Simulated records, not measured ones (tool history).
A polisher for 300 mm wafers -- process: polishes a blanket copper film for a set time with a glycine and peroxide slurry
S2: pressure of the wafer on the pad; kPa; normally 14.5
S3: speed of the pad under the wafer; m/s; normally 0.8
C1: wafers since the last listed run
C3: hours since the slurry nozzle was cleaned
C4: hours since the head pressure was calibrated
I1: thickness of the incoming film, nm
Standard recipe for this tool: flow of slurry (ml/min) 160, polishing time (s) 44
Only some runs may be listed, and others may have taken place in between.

Run 1, hour 0: usual settings; C1 0; wafers polished on this pad 577; C3 338.5; C4 496.1; I1 1439.3. Result: film removed (angstrom) 1755.
At hour 7.8: worn pad replaced by a new one.
Run 2, hour 13.2: usual settings; C1 74; wafers polished on this pad 43; C3 351.7; C4 509.3; I1 1424.9. Result: film removed (angstrom) 1790.
Run 3, hour 23.1: usual settings; C1 80; wafers polished on this pad 124; C3 361.6; C4 519.2; I1 1444.5. Result: film removed (angstrom) 1762.
Run 4, hour 33.3: usual settings; C1 82; wafers polished on this pad 206; C3 371.8; C4 529.4; I1 1453.4. Result: film removed (angstrom) 1754.
Run 5, hour 43.2: usual settings but flow of slurry (ml/min) 120; C1 80; wafers polished on this pad 286; C3 381.7; C4 539.3; I1 1461.3. Result: film removed (angstrom) 1611.
Run 6, hour 52.7: usual settings but flow of slurry (ml/min) 120; C1 76; wafers polished on this pad 363; C3 391.2; C4 548.8; I1 1433.9. Result: film removed (angstrom) 1628.
Run 7, hour 61.4: usual settings but flow of slurry (ml/min) 120; C1 70; wafers polished on this pad 434; C3 399.9; C4 557.5; I1 1454.7. Result: film removed (angstrom) 1598.
At hour 77.5: worn pad replaced by a new one.
At hour 79.1: head pressure recalibrated.
Run 8, hour 79.6: usual settings but flow of slurry (ml/min) 140; C1 101; wafers polished on this pad 3; C3 418.1; C4 0.5; I1 1429.9. Result: film removed (angstrom) 1683.
Run 9, hour 84: usual settings but S3 1.06 m/s, polishing time (s) 34; C1 35; wafers polished on this pad 39; C3 422.5; C4 4.9; I1 1430.5. Result: film removed (angstrom) 1667.
Run 10, hour 99.3: usual settings but flow of slurry (ml/min) 215, S3 0.58 m/s, polishing time (s) 40; C1 123; wafers polished on this pad 163; C3 437.8; C4 20.2; I1 1437.2. Result: film removed (angstrom) 1360.
Run 11, hour 111.7: usual settings but flow of slurry (ml/min) 215, S3 0.58 m/s, polishing time (s) 40; C1 100; wafers polished on this pad 263; C3 450.2; C4 32.6; I1 1463. Result: film removed (angstrom) 1371.
At hour 121.7: slurry nozzle cleaned.
Run 12, hour 125.5: usual settings but S3 1 m/s, polishing time (s) 53; C1 103; wafers polished on this pad 367; C3 3.8; C4 46.4; I1 1434.8. Result: film removed (angstrom) 2275.
Run 13, hour 132.3: usual settings; C1 55; wafers polished on this pad 422; C3 10.6; C4 53.2; I1 1449.4. Result: film removed (angstrom) 1598.
At hour 147.4: worn pad replaced by a new one.
Run 14, hour 147.9: usual settings but S2 11.7 kPa, S3 0.58 m/s; C1 93; wafers polished on this pad 3; C3 26.2; C4 68.8; I1 1462.7. Result: film removed (angstrom) 1087.
Run 15, hour 158.4: usual settings but flow of slurry (ml/min) 125, S3 0.98 m/s; C1 85; wafers polished on this pad 88; C3 36.7; C4 79.3; I1 1441.2. Result: film removed (angstrom) 1614.
At hour 165.3: slurry nozzle cleaned, repeated, since the last time left the tool worse.
Run 16, hour 176: usual settings but flow of slurry (ml/min) 125, S3 0.98 m/s; C1 134; wafers polished on this pad 223; C3 10.7; C4 96.9; I1 1421.2. Result: film removed (angstrom) 2047.

For each run, what was the tool's unlogged condition?
removal rate lost through wear of the pad, %: 0, the same for each run
deviation of the head's pressure from its setpoint, %: 0, the same for each run
H1: slurry flow missing at the pad, %
run    H1
  1  26.4
  2  26.7
  3  26.8
  4    27
  5  27.1
  6  27.2
  7  27.4
  8  27.6
  9  27.6
 10  27.7
 11  27.9
 12  45.6
 13  46.8
 14  49.5
 15  51.1
 16  4.83

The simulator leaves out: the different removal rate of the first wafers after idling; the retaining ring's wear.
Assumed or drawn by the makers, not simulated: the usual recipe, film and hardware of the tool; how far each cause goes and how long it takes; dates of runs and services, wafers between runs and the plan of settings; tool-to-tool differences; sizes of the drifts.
